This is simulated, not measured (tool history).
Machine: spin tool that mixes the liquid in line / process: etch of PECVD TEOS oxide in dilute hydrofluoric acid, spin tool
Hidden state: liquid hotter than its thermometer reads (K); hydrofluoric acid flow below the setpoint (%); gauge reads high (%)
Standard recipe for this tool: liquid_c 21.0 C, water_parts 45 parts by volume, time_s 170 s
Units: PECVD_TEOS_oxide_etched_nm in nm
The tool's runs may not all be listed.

| run | hour | liquid_c | water_parts | time_s | wafers since the last listed run | hours since the thermometer was replaced | hours since the hydrofluoric acid flow meter was replaced | hours since the gauge calibration | read-back film thickness of the PECVD TEOS oxide reference wafer, read on the same gauge (nm) | PECVD_TEOS_oxide_etched_nm |
|---|---|---|---|---|---|---|---|---|---|---|
| 1 | 0.0 | 21.0 | 45 | 200 | 0 | 1630.4 | 1877.9 | 440.6 | 50.02 | 64.12 |
| 2 | 27.9 | 21.0 | 45 | 200 | 126 | 1658.3 | 1905.8 | 468.5 | 50.00 | 64.10 |
| 3 | 61.9 | 21.0 | 45 | 200 | 153 | 1692.3 | 1939.8 | 502.5 | 50.01 | 64.50 |
| 4 | 92.9 | 21.0 | 45 | 170 | 140 | 1723.3 | 1970.8 | 533.5 | 49.98 | 55.12 |
| 5 | 114.2 | 21.0 | 45 | 170 | 96 | 1744.6 | 1992.1 | 554.8 | 49.96 | 53.74 |
| 6 | 129.4 | 21.0 | 45 | 170 | 68 | 1759.8 | 2007.3 | 570.0 | 50.01 | 54.53 |
| 7 | 164.7 | 21.0 | 45 | 170 | 159 | 1795.1 | 2042.6 | 605.3 | 50.01 | 54.31 |
|  | 176.4 | gauge calibrated |
| 8 | 186.8 | 21.0 | 45 | 170 | 99 | 1817.2 | 2064.7 | 10.4 | 50.01 | 54.57 |
|  | 188.2 | thermometer replaced |
| 9 | 222.4 | 21.0 | 45 | 110 | 156 | 34.2 | 2100.3 | 46.0 | 50.00 | 35.50 |
| 10 | 237.1 | 21.0 | 45 | 260 | 66 | 48.9 | 2115.0 | 60.7 | 49.98 | 83.00 |
| 11 | 253.9 | 21.0 | 45 | 110 | 75 | 65.7 | 2131.8 | 77.5 | 50.00 | 35.64 |
|  | 274.8 | hydrofluoric acid flow meter replaced |
| 12 | 282.6 | 21.0 | 30 | 200 | 125 | 94.4 | 7.8 | 106.2 | 50.05 | 98.31 |
| 13 | 306.1 | 21.0 | 30 | 170 | 106 | 117.9 | 31.3 | 129.7 | 50.00 | 83.80 |
| 14 | 323.2 | 24.5 | 45 | 170 | 77 | 135.0 | 48.4 | 146.8 | 49.99 | 63.33 |
| 15 | 337.4 | 21.0 | 60 | 170 | 64 | 149.2 | 62.6 | 161.0 | 50.00 | 40.46 |
| 16 | 357.3 | 25.5 | 30 | 195 | 89 | 169.1 | 82.5 | 180.9 | 50.00 | 114.16 |
| 17 | 435.8 | 21.0 | 45 | 260 | 354 | 247.6 | 161.0 | 259.4 | 49.98 | 84.01 |

Run 18 has not been measured yet. What should we expect?
| 18 | 459.5 | 25.0 | 45 | 225 | 107 | 271.3 | 184.7 | 283.1 | ? | ? |

Run 18 yielded read-back film thickness of the PECVD TEOS oxide reference wafer, read on the same gauge (nm) 49.97, PECVD_TEOS_oxide_etched_nm 84.58 nm.
The same run, on a tool lacking any hidden state, would have yielded PECVD_TEOS_oxide_etched_nm 84.58 nm.
